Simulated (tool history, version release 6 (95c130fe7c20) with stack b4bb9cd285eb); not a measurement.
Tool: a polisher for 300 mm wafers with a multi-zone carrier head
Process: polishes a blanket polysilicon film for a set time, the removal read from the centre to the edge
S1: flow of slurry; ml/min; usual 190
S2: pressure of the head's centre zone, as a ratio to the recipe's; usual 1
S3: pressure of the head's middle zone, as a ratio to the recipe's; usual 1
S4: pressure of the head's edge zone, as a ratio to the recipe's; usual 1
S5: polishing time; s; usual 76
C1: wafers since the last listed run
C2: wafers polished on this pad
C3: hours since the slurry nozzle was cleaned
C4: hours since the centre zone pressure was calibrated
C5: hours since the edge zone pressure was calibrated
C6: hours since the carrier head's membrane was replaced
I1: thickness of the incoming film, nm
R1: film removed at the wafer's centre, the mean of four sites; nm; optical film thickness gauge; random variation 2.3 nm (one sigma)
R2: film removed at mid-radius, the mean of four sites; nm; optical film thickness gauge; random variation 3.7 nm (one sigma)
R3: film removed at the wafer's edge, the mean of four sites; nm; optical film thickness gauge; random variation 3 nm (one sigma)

run,hour,S1,S2,S3,S4,S5,C1,C2,C3,C4,C5,C6,I1,R1,R2,R3
1,0,190,1,1,1,62,0,99,126,580,28.7,1.8,2066.2,280.9,279.8,288.5
2,31.3,190,1,1,1,76,274,373,157.3,611.3,60,33.1,2055.8,345.8,346.3,347
3,79.3,190,1,1.03,1,76,420,794,205.3,659.3,108,81.1,2074.1,345.3,344.4,348.7
4,132.8,190,1,1.03,1,76,468,1263,258.8,712.8,161.5,134.6,2091.7,344.8,350.2,348.6
5,192.1,190,1,1.03,1,76,519,1783,318.1,772.1,220.8,193.9,2088.8,340.7,349.8,344.4
# hour 208.4: worn pad replaced by a new one
6,263.3,190,0.93,1,1,76,588,481,389.3,843.3,292,265.1,2042.4,315,347.8,344.3
# hour 316.3: centre zone pressure recalibrated
7,317.5,190,0.93,1,1,76,457,938,443.5,1.2,346.2,319.3,2038.8,312.3,335.7,342
8,384.9,190,0.93,1,1,76,590,1529,510.9,68.6,413.6,386.7,2076.9,309.2,337.6,343.4
# hour 435.7: slurry nozzle cleaned
9,449.2,190,1,1,1,76,554,2084,13.5,132.9,477.9,451,2060.3,350.9,348.9,352.5
10,490.8,190,1.09,1,0.96,100,364,2448,55.1,174.5,519.5,492.6,2062.5,502.5,449.7,452.6
# hour 504.6: worn pad replaced by a new one
11,546.4,170,0.95,1.07,1.09,76,452,365,110.7,230.1,575.1,548.2,2088.8,325.6,365.3,358.6
12,610,190,1,1,1,76,557,923,174.3,293.7,638.7,611.8,2060,346.1,339.9,348.5
13,674.4,190,1,1,1,62,564,1487,238.7,358.1,703.1,676.2,2047.3,277.8,281.3,285.9
# hour 677.6: edge zone pressure recalibrated
14,736.9,190,1,1,1,76,530,2017,301.2,420.6,59.3,738.7,2087.8,340,341.1,345.5
# hour 742.8: worn pad replaced by a new one
15,772.9,150,0.94,1,1,76,280,263,337.2,456.6,95.3,774.7,2062.1,305.3,331.5,338.3
16,805.2,190,1.11,1.11,1,76,283,546,369.5,488.9,127.6,807,2058.1,375.8,370.6,343.4
# hour 814.4: carrier head's membrane replaced by a new one
17,876.3,210,0.91,1,1.04,76,579,1126,440.6,560,198.7,61.9,2063.8,307.1,336,347.2
18,937,190,1,1.09,0.88,76,531,1658,501.3,620.7,259.4,122.6,2098.8,330.2,357.3,319.6
19,985.8,240,1.11,1.11,0.96,76,427,2085,550.1,669.5,308.2,171.4,2063.6,382.3,378,339.5
# hour 993.4: worn pad replaced by a new one
# hour 1031.7: slurry nozzle cleaned
20,1035.2,190,1,1,1,76,389,357,3.5,718.9,357.6,220.8,2049.3,351.3,348.7,351.1
21,1106.9,230,1,0.93,1,85,628,986,75.2,790.6,429.3,292.5,2061.1,398.7,377.3,397.4
# hour 1126.2: centre zone pressure recalibrated
22,1173.1,220,0.9,0.9,1,90,562,1548,141.4,46.9,495.5,358.7,2061.4,373.4,384,426.8

How the hidden state differs across the entries between the runs, from the last listed run before each to the first after it:
Between runs 5 and 6: worn pad replaced by a new one (hour 208.4)
  slurry flow missing at the pad, %: 22.8 -> 27.2
  measured less the result without the state, R1: -12.3 -> -14.2 nm; R2: -11.3 -> -13.8 nm; R3: -8 -> -9.9 nm
Between runs 6 and 7: centre zone pressure recalibrated (hour 316.3)
  slurry flow missing at the pad, %: 27.2 -> 30.5
  measured less the result without the state, R1: -14.2 -> -16.3 nm; R2: -13.8 -> -15.6 nm; R3: -9.9 -> -11.5 nm
Between runs 8 and 9: slurry nozzle cleaned (hour 435.7)
  slurry flow missing at the pad, %: 34.7 -> 4.03
  measured less the result without the state, R1: -19.2 -> -1.9 nm; R2: -18.6 -> -1.6 nm; R3: -13.7 -> -1.2 nm
Between runs 10 and 11: worn pad replaced by a new one (hour 504.6)
  slurry flow missing at the pad, %: 6.59 -> 10
  measured less the result without the state, R1: -4.5 -> -4.9 nm; R2: -3.6 -> -4.9 nm; R3: -2.6 -> -3.5 nm
Between runs 13 and 14: edge zone pressure recalibrated (hour 677.6)
  slurry flow missing at the pad, %: 17.9 -> 21.7
  measured less the result without the state, R1: -7.5 -> -11.6 nm; R2: -6.8 -> -10.3 nm; R3: -5 -> -7.6 nm
Between runs 14 and 15: worn pad replaced by a new one (hour 742.8)
  slurry flow missing at the pad, %: 21.7 -> 24
  measured less the result without the state, R1: -11.6 -> -13.9 nm; R2: -10.3 -> -13.4 nm; R3: -7.6 -> -9.7 nm
Between runs 16 and 17: carrier head's membrane replaced by a new one (hour 814.4)
  slurry flow missing at the pad, %: 26 -> 30.3
  measured less the result without the state, R1: -15.9 -> -14.7 nm; R2: -13.9 -> -14.4 nm; R3: -9.4 -> -10.8 nm
Between runs 19 and 20: worn pad replaced by a new one (hour 993.4); slurry nozzle cleaned (hour 1031.7)
  slurry flow missing at the pad, %: 37.1 -> 4.63
  measured less the result without the state, R1: -21.7 -> -2.2 nm; R2: -19.1 -> -2 nm; R3: -12.6 -> -1.4 nm
Between runs 21 and 22: centre zone pressure recalibrated (hour 1126.2)
  slurry flow missing at the pad, %: 9.05 -> 13.1
  measured less the result without the state, R1: -4.3 -> -6.3 nm; R2: -3.6 -> -5.8 nm; R3: -2.9 -> -4.7 nm

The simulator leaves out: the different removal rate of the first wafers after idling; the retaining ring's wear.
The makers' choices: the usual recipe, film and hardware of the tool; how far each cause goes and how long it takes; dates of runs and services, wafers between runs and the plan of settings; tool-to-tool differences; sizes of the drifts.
